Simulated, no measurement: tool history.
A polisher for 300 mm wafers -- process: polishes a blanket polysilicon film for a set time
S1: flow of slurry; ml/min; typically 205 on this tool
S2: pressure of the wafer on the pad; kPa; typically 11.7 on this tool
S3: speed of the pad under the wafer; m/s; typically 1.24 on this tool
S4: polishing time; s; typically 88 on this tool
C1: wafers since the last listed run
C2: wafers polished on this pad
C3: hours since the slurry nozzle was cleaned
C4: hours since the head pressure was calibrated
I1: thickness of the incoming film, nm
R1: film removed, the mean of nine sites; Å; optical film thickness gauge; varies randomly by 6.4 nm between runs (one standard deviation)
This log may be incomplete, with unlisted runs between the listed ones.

| run | hour | S1 | S2 | S3 | S4 | C1 | C2 | C3 | C4 | I1 | R1 |
|---|---|---|---|---|---|---|---|---|---|---|---|
| 1 | 0.0 | 205 | 11.7 | 1.24 | 88 | 0 | 812 | 356.2 | 263.1 | 1583.3 | 5060 |
| 2 | 17.1 | 205 | 11.7 | 1.24 | 88 | 148 | 961 | 373.3 | 280.2 | 1559.6 | 5232 |
| 3 | 33.3 | 205 | 11.7 | 1.24 | 88 | 140 | 1102 | 389.5 | 296.4 | 1574.4 | 5132 |
| 4 | 41.5 | 205 | 11.7 | 1.24 | 88 | 71 | 1173 | 397.7 | 304.6 | 1547.9 | 5119 |
| 5 | 55.1 | 205 | 11.7 | 1.24 | 88 | 118 | 1292 | 411.3 | 318.2 | 1603.9 | 5178 |
|  | 71.4 | worn pad replaced by a new one |
| 6 | 71.9 | 205 | 11.7 | 1.24 | 88 | 111 | 4 | 428.1 | 335.0 | 1588.3 | 5063 |
|  | 117.8 | slurry nozzle cleaned |
| 7 | 118.3 | 205 | 11.7 | 1.24 | 88 | 395 | 399 | 0.5 | 381.4 | 1589.4 | 5083 |
| 8 | 130.6 | 205 | 11.7 | 1.24 | 88 | 107 | 506 | 12.8 | 393.7 | 1594.3 | 5213 |
| 9 | 142.5 | 205 | 11.7 | 1.24 | 113 | 103 | 610 | 24.7 | 405.6 | 1569.0 | 6469 |
|  | 169.2 | head pressure recalibrated |
| 10 | 169.7 | 205 | 11.7 | 1.24 | 113 | 219 | 829 | 51.9 | 0.5 | 1590.3 | 6942 |
| 11 | 178.2 | 155 | 11.7 | 1.24 | 88 | 73 | 903 | 60.4 | 9.0 | 1584.9 | 5193 |
| 12 | 196.0 | 155 | 11.7 | 1.24 | 88 | 154 | 1058 | 78.2 | 26.8 | 1613.9 | 5162 |
| 13 | 205.6 | 245 | 9.0 | 1.00 | 63 | 83 | 1141 | 87.8 | 36.4 | 1578.5 | 2476 |
|  | 211.1 | worn pad replaced by a new one |
| 14 | 222.5 | 155 | 11.7 | 1.62 | 88 | 112 | 99 | 104.7 | 53.3 | 1570.3 | 6656 |
| 15 | 231.2 | 205 | 11.7 | 1.24 | 68 | 75 | 175 | 113.4 | 62.0 | 1585.8 | 4039 |
| 16 | 241.1 | 270 | 11.7 | 1.46 | 71 | 86 | 261 | 123.3 | 71.9 | 1550.1 | 5354 |
| 17 | 251.1 | 250 | 11.7 | 1.24 | 88 | 87 | 348 | 133.3 | 81.9 | 1574.3 | 5500 |
| 18 | 268.8 | 205 | 11.7 | 1.24 | 111 | 154 | 502 | 151.0 | 99.6 | 1598.3 | 6618 |
| 19 | 276.2 | 180 | 11.7 | 1.06 | 59 | 64 | 566 | 158.4 | 107.0 | 1579.7 | 2920 |
| 20 | 284.1 | 205 | 11.7 | 1.24 | 88 | 68 | 635 | 166.3 | 114.9 | 1587.8 | 5176 |
| 21 | 300.3 | 240 | 11.7 | 1.24 | 112 | 140 | 776 | 182.5 | 131.1 | 1597.3 | 6690 |
| 22 | 317.1 | 205 | 11.7 | 1.24 | 88 | 146 | 922 | 199.3 | 147.9 | 1599.2 | 5169 |
| 23 | 333.0 | 270 | 13.1 | 1.36 | 74 | 138 | 1060 | 215.2 | 163.8 | 1581.3 | 5597 |
| 24 | 339.9 | 205 | 11.7 | 1.24 | 88 | 60 | 1121 | 222.1 | 170.7 | 1570.4 | 5153 |

Describe how what the log doesn't record of the tool's condition differs between the last listed run preceding each entry between runs and the first listed run following it.
Run 5 -> run 6: worn pad replaced by a new one (hour 71.4)
  deviation of the head's pressure from its setpoint, %: -6.26 -> -6.35
  the result without the hidden state subtracted from the measured one, R1: -346 -> -344 Å
Run 6 -> run 7: slurry nozzle cleaned (hour 117.8)
  deviation of the head's pressure from its setpoint, %: -6.35 -> -6.56
  the result without the hidden state subtracted from the measured one, R1: -344 -> -356 Å
Run 9 -> run 10: head pressure recalibrated (hour 169.2)
  deviation of the head's pressure from its setpoint, %: -6.65 -> 0.295
  the result without the hidden state subtracted from the measured one, R1: -461 -> +20 Å
Run 13 -> run 14: worn pad replaced by a new one (hour 211.1)
  deviation of the head's pressure from its setpoint, %: -1.2 -> -1.79
  the result without the hidden state subtracted from the measured one, R1: -30 -> -122 Å

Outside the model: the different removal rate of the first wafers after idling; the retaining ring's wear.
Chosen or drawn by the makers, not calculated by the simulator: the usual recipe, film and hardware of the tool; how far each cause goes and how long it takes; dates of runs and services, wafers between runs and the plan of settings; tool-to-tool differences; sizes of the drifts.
